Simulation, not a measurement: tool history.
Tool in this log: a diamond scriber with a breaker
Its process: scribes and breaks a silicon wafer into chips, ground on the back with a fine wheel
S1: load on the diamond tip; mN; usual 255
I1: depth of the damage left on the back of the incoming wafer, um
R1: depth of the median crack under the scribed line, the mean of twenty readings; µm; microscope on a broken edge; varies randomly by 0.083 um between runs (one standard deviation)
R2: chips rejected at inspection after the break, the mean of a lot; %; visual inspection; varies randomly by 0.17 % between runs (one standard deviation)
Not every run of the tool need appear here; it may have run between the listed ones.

run,day,S1,I1,R1,R2
1,0.000,255,1.63,9.60,2.08
2,0.638,255,2.22,9.36,3.20
3,0.942,255,2.30,9.52,3.13
4,1.533,255,2.74,9.46,4.36
5,1.988,255,2.15,9.44,2.89
6,2.479,301,2.14,11.07,4.30
7,2.871,255,2.40,9.57,3.50
8,4.158,255,1.72,9.38,2.24
9,4.617,255,2.28,9.38,2.83
10,5.271,298,2.47,10.88,4.51
11,5.942,298,2.10,11.04,3.94
# day 6.475: diamond tip replaced by a new one
12,6.533,255,2.32,9.78,3.37
13,6.983,255,2.09,9.78,2.66
14,7.621,255,2.60,9.75,3.45
15,8.021,275,2.13,10.39,2.68
16,8.746,275,1.69,10.36,2.33
17,9.038,201,2.91,7.32,17.49
18,9.671,201,2.98,7.17,18.58
19,10.292,201,2.76,7.25,18.80
20,11.000,289,2.39,10.68,3.95
21,11.533,321,2.22,11.89,7.72
22,13.554,293,2.53,10.97,3.78
23,14.117,325,2.45,12.15,7.58
24,14.679,288,1.68,10.82,3.19

Expected results for the next run?
25,15.008,190,1.52,?,?

{"run 25": {"R1": 6.69, "R2": 21.68}}
Without the tool's hidden state the same run would have given R1 6.90 µm, R2 18.78 %.
